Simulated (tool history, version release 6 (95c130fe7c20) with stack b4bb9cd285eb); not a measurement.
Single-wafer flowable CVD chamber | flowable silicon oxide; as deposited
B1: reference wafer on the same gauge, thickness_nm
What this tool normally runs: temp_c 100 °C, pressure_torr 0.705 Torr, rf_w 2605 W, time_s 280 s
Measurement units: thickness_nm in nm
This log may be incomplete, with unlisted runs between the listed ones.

run 1 hour=0 | temp_c=100 pressure_torr=0.705 rf_w=2605 time_s=313 | B1=141.09 | thickness_nm=178.582
run 2 hour=70.5 | temp_c=100 pressure_torr=0.705 rf_w=2605 time_s=313 | B1=141.081 | thickness_nm=177.524
run 3 hour=99.2 | temp_c=100 pressure_torr=0.705 rf_w=2605 time_s=280 | B1=140.87 | thickness_nm=158.687
run 4 hour=139.2 | temp_c=100 pressure_torr=0.705 rf_w=2605 time_s=280 | B1=140.752 | thickness_nm=159.551
run 5 hour=166.8 | temp_c=100 pressure_torr=0.705 rf_w=2605 time_s=280 | B1=141.104 | thickness_nm=158.958
run 6 hour=211 | temp_c=100 pressure_torr=0.705 rf_w=2605 time_s=280 | B1=141.061 | thickness_nm=160.394
run 7 hour=244.9 | temp_c=100 pressure_torr=0.705 rf_w=2605 time_s=280 | B1=141.181 | thickness_nm=160.91
run 8 hour=275.2 | temp_c=90 pressure_torr=0.705 rf_w=2605 time_s=280 | B1=140.978 | thickness_nm=212.538
run 9 hour=328 | temp_c=90 pressure_torr=0.705 rf_w=2605 time_s=280 | B1=140.892 | thickness_nm=213.338
run 10 hour=378.5 | temp_c=100 pressure_torr=0.604 rf_w=2605 time_s=280 | B1=141.031 | thickness_nm=137.158
run 11 hour=404.9 | temp_c=100 pressure_torr=0.705 rf_w=2605 time_s=280 | B1=140.99 | thickness_nm=159.096
-- hour=433.2 thermocouple changed; heater temperature recalibrated
run 12 hour=452.6 | temp_c=100 pressure_torr=0.705 rf_w=2605 time_s=280 | B1=141.006 | thickness_nm=159.46
run 13 hour=510.5 | temp_c=100 pressure_torr=0.774 rf_w=2605 time_s=311 | B1=140.637 | thickness_nm=194.158
run 14 hour=547 | temp_c=100 pressure_torr=0.705 rf_w=2605 time_s=280 | B1=141.174 | thickness_nm=159.352
-- hour=547.4 gauge calibrated
run 15 hour=579.3 | temp_c=100 pressure_torr=0.705 rf_w=2605 time_s=280 | B1=140.985 | thickness_nm=159.748
-- hour=588.1 showerhead replaced
run 16 hour=616 | temp_c=100 pressure_torr=0.582 rf_w=2605 time_s=312 | B1=141.032 | thickness_nm=147.624
run 17 hour=662.8 | temp_c=89 pressure_torr=0.824 rf_w=2605 time_s=331 | B1=141.062 | thickness_nm=302.752
run 18 hour=696.7 | temp_c=85 pressure_torr=0.61 rf_w=2330 time_s=307 | B1=141.035 | thickness_nm=229.236
run 19 hour=730.1 | temp_c=100 pressure_torr=0.705 rf_w=2895 time_s=280 | B1=141.147 | thickness_nm=161.635
-- hour=784.7 capacitance manometer re-zeroed and calibrated
run 20 hour=890.7 | temp_c=106 pressure_torr=0.705 rf_w=2605 time_s=280 | B1=140.987 | thickness_nm=128.858
-- hour=1013.5 RF generator calibrated
run 21 hour=1066.4 | temp_c=100 pressure_torr=0.749 rf_w=2605 time_s=261 | B1=140.988 | thickness_nm=153.478
run 22 hour=1117.5 | temp_c=100 pressure_torr=0.705 rf_w=2605 time_s=336 | B1=140.792 | thickness_nm=188.248
run 23 hour=1154.9 | temp_c=86 pressure_torr=0.558 rf_w=2755 time_s=245 | B1=141.058 | thickness_nm=164.555
run 24 hour=1264.4 | temp_c=100 pressure_torr=0.781 rf_w=2605 time_s=280 | B1=141.245 | thickness_nm=173.985
run 25 hour=1329.3 | temp_c=110 pressure_torr=0.771 rf_w=2785 time_s=251 | B1=141.12 | thickness_nm=116.288
run 26 hour=1367.7 | temp_c=87 pressure_torr=0.705 rf_w=2605 time_s=328 | B1=140.809 | thickness_nm=268.115
run 27 hour=1396.7 | temp_c=100 pressure_torr=0.705 rf_w=2995 time_s=280 | B1=140.899 | thickness_nm=158.892
run 28 hour=1440.2 | temp_c=100 pressure_torr=0.705 rf_w=2605 time_s=309 | B1=140.884 | thickness_nm=173.958

Alternative continuations, all from the tool just after run 28; predict every row:
run A hour=1440.7 | temp_c=100 pressure_torr=0.705 rf_w=3030 time_s=280 | B1=? | thickness_nm=?
run B hour=1440.7 | temp_c=100 pressure_torr=0.853 rf_w=3070 time_s=334 | B1=? | thickness_nm=?
run C hour=1440.7 | temp_c=100 pressure_torr=0.705 rf_w=2605 time_s=316 | B1=? | thickness_nm=?
run D hour=1440.7 | temp_c=115 pressure_torr=0.586 rf_w=2890 time_s=280 | B1=? | thickness_nm=?

run=A B1=141.004 thickness_nm=159.847
run=B B1=141.004 thickness_nm=230.345
run=C B1=141.004 thickness_nm=178.033
run=D B1=141.004 thickness_nm=86.166
Take away the tool's hidden state, keep each run's random variation, and the runs would have read:
run=A thickness_nm=155.47
run=B thickness_nm=224.419
run=C thickness_nm=173.157
run=D thickness_nm=83.807
